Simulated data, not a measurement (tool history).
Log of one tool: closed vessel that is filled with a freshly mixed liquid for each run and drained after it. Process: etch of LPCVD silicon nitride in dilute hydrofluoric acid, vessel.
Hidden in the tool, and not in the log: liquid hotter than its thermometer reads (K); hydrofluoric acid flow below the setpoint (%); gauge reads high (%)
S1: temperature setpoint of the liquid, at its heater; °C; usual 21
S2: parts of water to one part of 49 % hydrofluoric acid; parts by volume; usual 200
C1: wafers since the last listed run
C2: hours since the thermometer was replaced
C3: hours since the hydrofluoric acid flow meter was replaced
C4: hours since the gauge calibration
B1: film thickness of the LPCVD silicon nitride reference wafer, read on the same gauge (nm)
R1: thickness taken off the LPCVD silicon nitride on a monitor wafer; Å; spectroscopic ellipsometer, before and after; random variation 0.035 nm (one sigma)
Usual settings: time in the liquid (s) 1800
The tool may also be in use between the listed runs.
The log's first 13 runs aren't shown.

At day 7.679: hydrofluoric acid flow meter replaced.
Run 14, day 7.7: usual settings; C1 232; C2 1611.6; C3 0.5; C4 59.3; B1 50.025. Result: R1 43.48 Å.
Run 15, day 8.417: usual settings; C1 448; C2 1628.8; C3 17.7; C4 76.5; B1 50.01. Result: R1 43.59 Å.
Run 16, day 8.842: usual settings but S1 23 °C, S2 250 parts by volume; C1 266; C2 1639; C3 27.9; C4 86.7; B1 50. Result: R1 40.18 Å.
Run 17, day 10.596: usual settings; C1 1098; C2 1681.1; C3 70; C4 128.8; B1 50.008. Result: R1 43.92 Å.
Run 18, day 11.271: usual settings but S2 270 parts by volume; C1 422; C2 1697.3; C3 86.2; C4 145; B1 50.002. Result: R1 32.47 Å.
Run 19, day 11.558: usual settings but S1 17 °C, S2 285 parts by volume; C1 179; C2 1704.2; C3 93.1; C4 151.9; B1 50.033. Result: R1 24.53 Å.
Run 20, day 12.129: usual settings but S1 17.5 °C, S2 295 parts by volume, time in the liquid (s) 745; C1 357; C2 1717.9; C3 106.8; C4 165.6; B1 49.993. Result: R1 10.19 Å.
At day 12.408: thermometer replaced.
Run 21, day 12.775: usual settings but S1 17.5 °C, S2 275 parts by volume; C1 378; C2 8.8; C3 122.3; C4 181.1; B1 49.987. Result: R1 22.34 Å.
Run 22, day 13.292: usual settings but S1 17 °C, S2 265 parts by volume, time in the liquid (s) 2225; C1 323; C2 21.2; C3 134.7; C4 193.5; B1 49.977. Result: R1 27.31 Å.
Run 23, day 13.733: usual settings but S1 22.5 °C, S2 120 parts by volume, time in the liquid (s) 2255; C1 276; C2 31.8; C3 145.3; C4 204.1; B1 50. Result: R1 87.11 Å.
Run 24, day 14.238: usual settings but S1 25 °C; C1 315; C2 43.9; C3 157.4; C4 216.2; B1 49.996. Result: R1 48.36 Å.
Run 25, day 14.667: usual settings; C1 268; C2 54.2; C3 167.7; C4 226.5; B1 49.965. Result: R1 38.1 Å.
Run 26, day 15.212: usual settings; C1 341; C2 67.3; C3 180.8; C4 239.6; B1 50.001. Result: R1 37.89 Å.
Run 27, day 15.808: usual settings but S1 17 °C, S2 245 parts by volume, time in the liquid (s) 2775; C1 372; C2 81.6; C3 195.1; C4 253.9; B1 50.005. Result: R1 36.57 Å.

The next listed run, before its measurement:
Run 28, day 16.238: usual settings but S1 18.5 °C, S2 105 parts by volume, time in the liquid (s) 1155; C1 268; C2 91.9; C3 205.4; C4 264.2; B1 ?. Result: R1 ?.

{"run 28": {"B1": 50.013, "R1": 39.34}}
Without the tool's hidden state the same run would have given R1 38.38 Å.
